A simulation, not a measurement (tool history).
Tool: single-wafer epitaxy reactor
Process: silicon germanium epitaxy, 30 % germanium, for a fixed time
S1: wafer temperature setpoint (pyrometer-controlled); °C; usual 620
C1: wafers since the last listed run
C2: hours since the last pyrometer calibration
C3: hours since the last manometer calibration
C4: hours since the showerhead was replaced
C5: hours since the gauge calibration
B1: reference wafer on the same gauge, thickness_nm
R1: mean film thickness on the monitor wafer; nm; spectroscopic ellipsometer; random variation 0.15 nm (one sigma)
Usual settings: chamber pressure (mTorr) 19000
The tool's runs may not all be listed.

run 1 hour=0 | S1=626 chamber_pressure_(mTorr)=20500 | C1=0 C2=1558.3 C3=2086.8 C4=5406.6 C5=159.7 | B1=68.246 | R1=94.655
run 2 hour=6.7 | S1=626 chamber_pressure_(mTorr)=20500 | C1=82 C2=1565 C3=2093.5 C4=5413.3 C5=166.4 | B1=68.193 | R1=94.925
run 3 hour=20.2 | S1=626 chamber_pressure_(mTorr)=20500 | C1=165 C2=1578.5 C3=2107 C4=5426.8 C5=179.9 | B1=68.223 | R1=94.591
run 4 hour=37.3 | S1=628 chamber_pressure_(mTorr)=20000 | C1=209 C2=1595.6 C3=2124.1 C4=5443.9 C5=197 | B1=68.178 | R1=96.757
-- hour=46.6 capacitance manometer re-zeroed and calibrated
run 5 hour=50.1 | S1=628 chamber_pressure_(mTorr)=20000 | C1=58 C2=1608.4 C3=3.5 C4=5456.7 C5=209.8 | B1=68.234 | R1=94.18
-- hour=64.5 showerhead replaced
run 6 hour=65.8 | S1=610 chamber_pressure_(mTorr)=19000 | C1=94 C2=1624.1 C3=19.2 C4=1.3 C5=225.5 | B1=68.17 | R1=70.083
run 7 hour=114 | S1=610 chamber_pressure_(mTorr)=19000 | C1=590 C2=1672.3 C3=67.4 C4=49.5 C5=273.7 | B1=68.229 | R1=69.835
run 8 hour=120.2 | S1=620 chamber_pressure_(mTorr)=19000 | C1=75 C2=1678.5 C3=73.6 C4=55.7 C5=279.9 | B1=68.164 | R1=81.519
run 9 hour=136.8 | S1=620 chamber_pressure_(mTorr)=19000 | C1=203 C2=1695.1 C3=90.2 C4=72.3 C5=296.5 | B1=68.197 | R1=81.575
run 10 hour=146.4 | S1=629 chamber_pressure_(mTorr)=22200 | C1=117 C2=1704.7 C3=99.8 C4=81.9 C5=306.1 | B1=68.178 | R1=99.529
-- hour=150.1 gauge calibrated
run 11 hour=157.4 | S1=626 chamber_pressure_(mTorr)=15500 | C1=134 C2=1715.7 C3=110.8 C4=92.9 C5=7.3 | B1=68.176 | R1=83.292
run 12 hour=168.7 | S1=620 chamber_pressure_(mTorr)=19000 | C1=138 C2=1727 C3=122.1 C4=104.2 C5=18.6 | B1=68.123 | R1=81.697
-- hour=185.3 pyrometer calibrated
run 13 hour=185.8 | S1=630 chamber_pressure_(mTorr)=16600 | C1=111 C2=0.5 C3=139.2 C4=121.3 C5=35.7 | B1=68.138 | R1=92.233
run 14 hour=191.6 | S1=628 chamber_pressure_(mTorr)=21400 | C1=70 C2=6.3 C3=145 C4=127.1 C5=41.5 | B1=68.157 | R1=98.507
run 15 hour=240.4 | S1=612 chamber_pressure_(mTorr)=19000 | C1=597 C2=55.1 C3=193.8 C4=175.9 C5=90.3 | B1=68.146 | R1=73.159
run 16 hour=256.8 | S1=609 chamber_pressure_(mTorr)=14500 | C1=200 C2=71.5 C3=210.2 C4=192.3 C5=106.7 | B1=68.195 | R1=63.343
run 17 hour=269 | S1=620 chamber_pressure_(mTorr)=19000 | C1=149 C2=83.7 C3=222.4 C4=204.5 C5=118.9 | B1=68.163 | R1=83.073
run 18 hour=285 | S1=624 chamber_pressure_(mTorr)=17100 | C1=195 C2=99.7 C3=238.4 C4=220.5 C5=134.9 | B1=68.217 | R1=84.851
run 19 hour=295.3 | S1=628 chamber_pressure_(mTorr)=20500 | C1=126 C2=110 C3=248.7 C4=230.8 C5=145.2 | B1=68.122 | R1=96.746
run 20 hour=302.5 | S1=620 chamber_pressure_(mTorr)=21700 | C1=88 C2=117.2 C3=255.9 C4=238 C5=152.4 | B1=68.207 | R1=87.389
run 21 hour=310.7 | S1=620 chamber_pressure_(mTorr)=19000 | C1=100 C2=125.4 C3=264.1 C4=246.2 C5=160.6 | B1=68.204 | R1=82.984
run 22 hour=317.8 | S1=620 chamber_pressure_(mTorr)=19000 | C1=86 C2=132.5 C3=271.2 C4=253.3 C5=167.7 | B1=68.179 | R1=83.12
run 23 hour=327.3 | S1=608 chamber_pressure_(mTorr)=19000 | C1=116 C2=142 C3=280.7 C4=262.8 C5=177.2 | B1=68.197 | R1=68.787
run 24 hour=345.2 | S1=635 chamber_pressure_(mTorr)=17100 | C1=219 C2=159.9 C3=298.6 C4=280.7 C5=195.1 | B1=68.213 | R1=100.698
run 25 hour=361.9 | S1=605 chamber_pressure_(mTorr)=20900 | C1=204 C2=176.6 C3=315.3 C4=297.4 C5=211.8 | B1=68.288 | R1=67.888
run 26 hour=376.2 | S1=630 chamber_pressure_(mTorr)=19000 | C1=175 C2=190.9 C3=329.6 C4=311.7 C5=226.1 | B1=68.246 | R1=97.141
run 27 hour=388.5 | S1=607 chamber_pressure_(mTorr)=16000 | C1=150 C2=203.2 C3=341.9 C4=324 C5=238.4 | B1=68.188 | R1=63.733
run 28 hour=402.9 | S1=620 chamber_pressure_(mTorr)=19000 | C1=176 C2=217.6 C3=356.3 C4=338.4 C5=252.8 | B1=68.198 | R1=83.477
run 29 hour=420.9 | S1=620 chamber_pressure_(mTorr)=19000 | C1=220 C2=235.6 C3=374.3 C4=356.4 C5=270.8 | B1=68.22 | R1=82.921
run 30 hour=433.9 | S1=620 chamber_pressure_(mTorr)=23500 | C1=159 C2=248.6 C3=387.3 C4=369.4 C5=283.8 | B1=68.197 | R1=89.938
run 31 hour=444.7 | S1=620 chamber_pressure_(mTorr)=19000 | C1=132 C2=259.4 C3=398.1 C4=380.2 C5=294.6 | B1=68.145 | R1=83.193
run 32 hour=460.1 | S1=620 chamber_pressure_(mTorr)=19000 | C1=188 C2=274.8 C3=413.5 C4=395.6 C5=310 | B1=68.203 | R1=83.049
run 33 hour=477.8 | S1=620 chamber_pressure_(mTorr)=19000 | C1=216 C2=292.5 C3=431.2 C4=413.3 C5=327.7 | B1=68.199 | R1=83.038
run 34 hour=491.7 | S1=610 chamber_pressure_(mTorr)=20300 | C1=170 C2=306.4 C3=445.1 C4=427.2 C5=341.6 | B1=68.229 | R1=72.868

How the hidden state differs across the entries between the runs, from the last listed run before each to the first after it:
Between runs 4 and 5: capacitance manometer re-zeroed and calibrated (hour 46.6)
  wafer temperature above the value expected at the setpoint (K): -1.14 -> -1.15; true pressure above the setpoint (%): 8.72 -> 1.04
  measured less the result without the state, R1: +1.301 -> -1.305 nm
Between runs 5 and 6: showerhead replaced (hour 64.5)
  wafer temperature above the value expected at the setpoint (K): -1.15 -> -1.16; true pressure above the setpoint (%): 1.04 -> 1.1
  measured less the result without the state, R1: -1.305 -> -1.016 nm
Between runs 10 and 11: gauge calibrated (hour 150.1)
  true pressure above the setpoint (%): 1.4 -> 1.44
  measured less the result without the state, R1: -1.367 -> -1.153 nm
Between runs 12 and 13: pyrometer calibrated (hour 185.3)
  wafer temperature above the value expected at the setpoint (K): -1.24 -> -0.191; true pressure above the setpoint (%): 1.48 -> 1.54
  measured less the result without the state, R1: -1.149 -> +0.253 nm
